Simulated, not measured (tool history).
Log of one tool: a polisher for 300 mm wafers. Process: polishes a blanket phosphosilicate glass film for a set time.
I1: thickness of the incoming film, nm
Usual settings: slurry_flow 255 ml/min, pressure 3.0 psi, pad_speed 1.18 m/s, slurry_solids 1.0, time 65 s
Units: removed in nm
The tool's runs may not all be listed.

run 1 hour=0.0 | slurry_flow=255 pressure=3.0 pad_speed=1.18 slurry_solids=1.0 time=65 | I1=4492.2 | removed=672.3
-- hour=8.5 worn pad replaced by a new one
run 2 hour=15.9 | slurry_flow=255 pressure=3.0 pad_speed=1.18 slurry_solids=1.0 time=65 | I1=4555.3 | removed=657.9
run 3 hour=31.6 | slurry_flow=255 pressure=3.0 pad_speed=1.18 slurry_solids=1.0 time=65 | I1=4579.3 | removed=647.1
run 4 hour=45.7 | slurry_flow=255 pressure=3.0 pad_speed=1.18 slurry_solids=1.0 time=65 | I1=4498.7 | removed=647.6
run 5 hour=58.4 | slurry_flow=255 pressure=3.0 pad_speed=1.18 slurry_solids=0.9 time=65 | I1=4479.5 | removed=621.5
-- hour=72.7 slurry blender recalibrated
run 6 hour=74.1 | slurry_flow=255 pressure=3.0 pad_speed=1.18 slurry_solids=0.9 time=65 | I1=4486.3 | removed=617.9
run 7 hour=81.6 | slurry_flow=255 pressure=3.0 pad_speed=0.86 slurry_solids=1.0 time=65 | I1=4536.0 | removed=522.0
run 8 hour=91.3 | slurry_flow=255 pressure=3.0 pad_speed=0.86 slurry_solids=1.0 time=65 | I1=4439.7 | removed=518.3
-- hour=98.5 conditioning disc replaced and pad reconditioned
run 9 hour=101.6 | slurry_flow=255 pressure=3.0 pad_speed=1.18 slurry_solids=1.0 time=65 | I1=4528.8 | removed=632.0
run 10 hour=116.8 | slurry_flow=255 pressure=2.1 pad_speed=1.18 slurry_solids=1.0 time=65 | I1=4520.7 | removed=466.0
-- hour=134.2 worn pad replaced by a new one
run 11 hour=134.7 | slurry_flow=255 pressure=3.0 pad_speed=1.18 slurry_solids=1.0 time=82 | I1=4454.7 | removed=787.8
-- hour=146.8 head pressure recalibrated
run 12 hour=149.0 | slurry_flow=255 pressure=3.4 pad_speed=1.42 slurry_solids=0.8 time=49 | I1=4492.6 | removed=550.3
-- hour=152.6 slurry nozzle cleaned
run 13 hour=158.7 | slurry_flow=230 pressure=3.0 pad_speed=1.18 slurry_solids=1.0 time=65 | I1=4443.4 | removed=705.3
run 14 hour=168.7 | slurry_flow=255 pressure=3.0 pad_speed=1.18 slurry_solids=1.0 time=65 | I1=4538.7 | removed=702.8
run 15 hour=176.0 | slurry_flow=255 pressure=2.0 pad_speed=1.18 slurry_solids=1.0 time=43 | I1=4486.4 | removed=325.1
run 16 hour=189.1 | slurry_flow=255 pressure=3.0 pad_speed=1.18 slurry_solids=1.0 time=65 | I1=4459.7 | removed=698.4
run 17 hour=199.0 | slurry_flow=255 pressure=3.0 pad_speed=1.18 slurry_solids=0.8 time=65 | I1=4527.9 | removed=653.7

Forecast each of these 5 alternatives for the next run:
run A hour=199.4 | slurry_flow=340 pressure=3.0 pad_speed=1.18 slurry_solids=1.0 time=65 | I1=4524.4 | removed=?
run B hour=199.4 | slurry_flow=255 pressure=3.0 pad_speed=1.54 slurry_solids=1.0 time=52 | I1=4524.4 | removed=?
run C hour=199.4 | slurry_flow=255 pressure=3.6 pad_speed=0.86 slurry_solids=1.0 time=65 | I1=4524.4 | removed=?
run D hour=199.4 | slurry_flow=200 pressure=4.0 pad_speed=1.00 slurry_solids=0.9 time=65 | I1=4524.4 | removed=?
run E hour=199.4 | slurry_flow=255 pressure=3.0 pad_speed=1.42 slurry_solids=1.0 time=65 | I1=4524.4 | removed=?

run=A removed=715.0
run=B removed=668.1
run=C removed=659.6
run=D removed=747.9
run=E removed=788.7
Without the tool's hidden state the same runs would have given:
run=A removed=719.1
run=B removed=673.3
run=C removed=664.7
run=D removed=755.3
run=E removed=794.8

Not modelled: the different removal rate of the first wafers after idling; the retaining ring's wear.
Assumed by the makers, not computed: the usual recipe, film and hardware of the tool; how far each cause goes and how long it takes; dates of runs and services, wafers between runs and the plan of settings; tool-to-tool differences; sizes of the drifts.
